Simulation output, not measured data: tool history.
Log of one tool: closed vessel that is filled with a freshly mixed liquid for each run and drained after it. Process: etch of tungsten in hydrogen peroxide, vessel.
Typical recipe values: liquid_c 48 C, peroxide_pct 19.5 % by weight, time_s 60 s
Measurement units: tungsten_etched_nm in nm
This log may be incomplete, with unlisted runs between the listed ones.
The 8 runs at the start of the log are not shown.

run   hour  liquid_c  peroxide_pct  time_s  wafers since the last listed run  hours since the thermometer was replaced  hours since the peroxide flow meter was replaced  hours since the drum of peroxide was connected  hours since the gauge calibration  read-back film thickness of the tungsten reference wafer, read on the same gauge (nm)  tungsten_etched_nm
  9  180.8        43          19.5      60                              3423                                    1597.9                                             498.3                                           377.2                              145.7                                                                                    120               71.88
 10  196.3        48          19.5      60                              2113                                    1613.4                                             513.8                                           392.7                              161.2                                                                                 120.01               98.54
 11  223.4        48          19.5      60                              3695                                    1640.5                                             540.9                                           419.8                              188.3                                                                                 119.98               98.51
 12  258.6        48          19.5      60                              4800                                    1675.7                                             576.1                                             455                              223.5                                                                                 120.01               98.03
     281.1  -- thermometer replaced
 13  283.2        55          19.5      60                              3218                                       2.1                                             600.7                                           479.6                              248.1                                                                                 119.99              159.08
 14  313.9        48          19.5      85                              4186                                      32.8                                             631.4                                           510.3                              278.8                                                                                 120.01              146.27
 15  339.2        48          19.5      85                              3450                                      58.1                                             656.7                                           535.6                              304.1                                                                                 120.01              146.19
 16  356.8        48          19.5      60                              2400                                      75.7                                             674.3                                           553.2                              321.7                                                                                    120              102.68
 17  376.1        48          19.5      60                              2632                                        95                                             693.6                                           572.5                                341                                                                                 119.98              103.55
 18  402.3        48          19.5      60                              3573                                     121.2                                             719.8                                           598.7                              367.2                                                                                 119.99              102.56
 19  427.1        48          19.5      60                              3382                                       146                                             744.6                                           623.5                                392                                                                                 120.03              103.06
 20  456.9        56          25.5      80                              4064                                     175.8                                             774.4                                           653.3                              421.8                                                                                 120.01               252.5
     471.8  -- peroxide flow meter replaced
     481.4  -- gauge calibrated
 21  492.1        41          24.5      95                              4664                                       211                                              20.3                                           688.5                               10.7                                                                                 119.99              117.09
     504.1  -- new drum of peroxide connected
 22  504.8        48            17      60                              1595                                     223.7                                                33                                             0.7                               23.4                                                                                    120               96.64
 23    566        40            24      35                              8346                                     284.9                                              94.2                                            61.9                               84.6                                                                                 120.03               39.99
 24  588.9      39.5          19.5      75                              3123                                     307.8                                             117.1                                            84.8                              107.5                                                                                 119.99               74.45
 25  612.8        53            25      40                              3259                                     331.7                                               141                                           108.7                              131.4                                                                                 120.01               104.8
 26  625.5      55.5          19.5      60                              1731                                     344.4                                             153.7                                           121.4                              144.1                                                                                 120.02               162.1
 27  637.7        54          14.5      85                              1663                                     356.6                                             165.9                                           133.6                              156.3                                                                                 119.99              181.45
 28  654.8      40.5          19.5      60                              2332                                     373.7                                               183                                           150.7                              173.4                                                                                 119.98               63.69
 29  687.9      52.5          23.5      60                              4514                                     406.8                                             216.1                                           183.8                              206.5                                                                                 119.98              146.56
 30  713.4        55          19.5      30                              3477                                     432.3                                             241.6                                           209.3                                232                                                                                    120                77.4

Forecast each of these 4 alternatives for the next run:
  A  714.1        48          19.5      60                                95                                       433                                             242.3                                             210                              232.7                                                                                      ?                   ?
  B  714.1        48          19.5      30                                95                                       433                                             242.3                                             210                              232.7                                                                                      ?                   ?
  C  714.1        57          25.5      50                                95                                       433                                             242.3                                             210                              232.7                                                                                      ?                   ?
  D  714.1        42          21.5      85                                95                                       433                                             242.3                                             210                              232.7                                                                                      ?                   ?

run  read-back film thickness of the tungsten reference wafer, read on the same gauge (nm)  tungsten_etched_nm
  A                                                                                 119.99              102.54
  B                                                                                 119.99               51.27
  C                                                                                 119.99              168.26
  D                                                                                 119.99              104.36
With no hidden state in the tool, these same runs would have given:
run  tungsten_etched_nm
  A              105.77
  B               52.88
  C              173.26
  D              107.77
